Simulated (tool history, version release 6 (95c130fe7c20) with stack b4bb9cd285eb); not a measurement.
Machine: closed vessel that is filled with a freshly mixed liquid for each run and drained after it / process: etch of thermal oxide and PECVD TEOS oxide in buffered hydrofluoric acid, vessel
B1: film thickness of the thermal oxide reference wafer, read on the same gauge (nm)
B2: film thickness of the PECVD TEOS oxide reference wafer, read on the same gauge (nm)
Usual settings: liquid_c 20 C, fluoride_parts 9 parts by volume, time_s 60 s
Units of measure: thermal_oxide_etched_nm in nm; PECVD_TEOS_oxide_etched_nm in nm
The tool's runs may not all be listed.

run 1 day=0 | liquid_c=18 fluoride_parts=9 time_s=60 | B1=83.44 B2=145.95 | thermal_oxide_etched_nm=57.53 PECVD_TEOS_oxide_etched_nm=87.22
run 2 day=4.296 | liquid_c=18 fluoride_parts=9 time_s=60 | B1=83.53 B2=146.2 | thermal_oxide_etched_nm=55.77 PECVD_TEOS_oxide_etched_nm=87.2
run 3 day=8.621 | liquid_c=18 fluoride_parts=9 time_s=60 | B1=83.59 B2=146.39 | thermal_oxide_etched_nm=57.29 PECVD_TEOS_oxide_etched_nm=86.8
run 4 day=11.029 | liquid_c=20 fluoride_parts=9 time_s=60 | B1=83.69 B2=146.5 | thermal_oxide_etched_nm=63.11 PECVD_TEOS_oxide_etched_nm=97.79
run 5 day=13.3 | liquid_c=20 fluoride_parts=9 time_s=60 | B1=83.75 B2=146.59 | thermal_oxide_etched_nm=62.94 PECVD_TEOS_oxide_etched_nm=97.78
run 6 day=15.046 | liquid_c=20 fluoride_parts=9 time_s=60 | B1=83.82 B2=146.65 | thermal_oxide_etched_nm=64.18 PECVD_TEOS_oxide_etched_nm=97.64
run 7 day=18.483 | liquid_c=22.5 fluoride_parts=12 time_s=30 | B1=83.91 B2=146.82 | thermal_oxide_etched_nm=28.83 PECVD_TEOS_oxide_etched_nm=43.94
-- day=19.612 thermometer replaced
run 8 day=22.442 | liquid_c=20 fluoride_parts=9 time_s=60 | B1=84.02 B2=147.01 | thermal_oxide_etched_nm=63.09 PECVD_TEOS_oxide_etched_nm=98.27
run 9 day=26.054 | liquid_c=21.5 fluoride_parts=9 time_s=50 | B1=84.11 B2=147.17 | thermal_oxide_etched_nm=57.89 PECVD_TEOS_oxide_etched_nm=88.61
-- day=29.254 gauge calibrated
run 10 day=29.358 | liquid_c=22 fluoride_parts=12 time_s=45 | B1=80.3 B2=140.48 | thermal_oxide_etched_nm=40.22 PECVD_TEOS_oxide_etched_nm=61.51
-- day=31.867 hydrofluoric acid flow meter replaced
run 11 day=32.854 | liquid_c=20 fluoride_parts=12 time_s=50 | B1=80.4 B2=140.66 | thermal_oxide_etched_nm=39.16 PECVD_TEOS_oxide_etched_nm=61.04
run 12 day=34.375 | liquid_c=17 fluoride_parts=9 time_s=60 | B1=80.44 B2=140.72 | thermal_oxide_etched_nm=51.88 PECVD_TEOS_oxide_etched_nm=79.45
run 13 day=37.675 | liquid_c=20 fluoride_parts=9 time_s=60 | B1=80.5 B2=140.87 | thermal_oxide_etched_nm=61.43 PECVD_TEOS_oxide_etched_nm=93.96
run 14 day=39.492 | liquid_c=17 fluoride_parts=11 time_s=60 | B1=80.54 B2=140.94 | thermal_oxide_etched_nm=45.07 PECVD_TEOS_oxide_etched_nm=67.4
run 15 day=45.562 | liquid_c=24.5 fluoride_parts=7 time_s=75 | B1=80.72 B2=141.23 | thermal_oxide_etched_nm=128.26 PECVD_TEOS_oxide_etched_nm=198.02
run 16 day=49.733 | liquid_c=23 fluoride_parts=9 time_s=60 | B1=80.81 B2=141.41 | thermal_oxide_etched_nm=72.98 PECVD_TEOS_oxide_etched_nm=111.27
-- day=51.95 thermometer replaced
run 17 day=53.446 | liquid_c=25 fluoride_parts=7 time_s=60 | B1=80.9 B2=141.59 | thermal_oxide_etched_nm=106.28 PECVD_TEOS_oxide_etched_nm=162.36
run 18 day=56.838 | liquid_c=23 fluoride_parts=7.5 time_s=60 | B1=81 B2=141.71 | thermal_oxide_etched_nm=88.86 PECVD_TEOS_oxide_etched_nm=135.44
run 19 day=59.842 | liquid_c=20 fluoride_parts=9 time_s=60 | B1=81.07 B2=141.84 | thermal_oxide_etched_nm=61.7 PECVD_TEOS_oxide_etched_nm=94.62
run 20 day=61.442 | liquid_c=21.5 fluoride_parts=9 time_s=45 | B1=81.1 B2=141.92 | thermal_oxide_etched_nm=50.26 PECVD_TEOS_oxide_etched_nm=77.22
run 21 day=65.4 | liquid_c=20 fluoride_parts=9 time_s=60 | B1=81.23 B2=142.15 | thermal_oxide_etched_nm=61.82 PECVD_TEOS_oxide_etched_nm=94.64
run 22 day=67.671 | liquid_c=20 fluoride_parts=10.5 time_s=60 | B1=81.28 B2=142.23 | thermal_oxide_etched_nm=55.05 PECVD_TEOS_oxide_etched_nm=83.96
run 23 day=70.188 | liquid_c=17 fluoride_parts=6 time_s=30 | B1=81.36 B2=142.39 | thermal_oxide_etched_nm=39.27 PECVD_TEOS_oxide_etched_nm=60.03
run 24 day=77.096 | liquid_c=17 fluoride_parts=9 time_s=90 | B1=81.51 B2=142.69 | thermal_oxide_etched_nm=78.63 PECVD_TEOS_oxide_etched_nm=119.94
run 25 day=81.538 | liquid_c=20 fluoride_parts=6.5 time_s=60 | B1=81.66 B2=142.86 | thermal_oxide_etched_nm=86.81 PECVD_TEOS_oxide_etched_nm=133.8
run 26 day=84.308 | liquid_c=20 fluoride_parts=9 time_s=60 | B1=81.74 B2=143.02 | thermal_oxide_etched_nm=62.59 PECVD_TEOS_oxide_etched_nm=94.65

Alternative continuations, all from the tool just after run 26; predict every row:
run A day=84.338 | liquid_c=20 fluoride_parts=9 time_s=85 | B1=? B2=? | thermal_oxide_etched_nm=? PECVD_TEOS_oxide_etched_nm=?
run B day=84.338 | liquid_c=20 fluoride_parts=9 time_s=30 | B1=? B2=? | thermal_oxide_etched_nm=? PECVD_TEOS_oxide_etched_nm=?
run C day=84.338 | liquid_c=17 fluoride_parts=9 time_s=50 | B1=? B2=? | thermal_oxide_etched_nm=? PECVD_TEOS_oxide_etched_nm=?
run D day=84.338 | liquid_c=18.5 fluoride_parts=6.5 time_s=85 | B1=? B2=? | thermal_oxide_etched_nm=? PECVD_TEOS_oxide_etched_nm=?

run=A B1=81.73 B2=143 thermal_oxide_etched_nm=88.47 PECVD_TEOS_oxide_etched_nm=135.91
run=B B1=81.73 B2=143 thermal_oxide_etched_nm=31.22 PECVD_TEOS_oxide_etched_nm=47.97
run=C B1=81.73 B2=143 thermal_oxide_etched_nm=43.92 PECVD_TEOS_oxide_etched_nm=67.48
run=D B1=81.73 B2=143 thermal_oxide_etched_nm=113.86 PECVD_TEOS_oxide_etched_nm=174.92
Had the tool no hidden state, the same runs would have come out as:
run=A thermal_oxide_etched_nm=86.6 PECVD_TEOS_oxide_etched_nm=133.05
run=B thermal_oxide_etched_nm=30.57 PECVD_TEOS_oxide_etched_nm=46.96
run=C thermal_oxide_etched_nm=43 PECVD_TEOS_oxide_etched_nm=66.06
run=D thermal_oxide_etched_nm=111.46 PECVD_TEOS_oxide_etched_nm=171.24
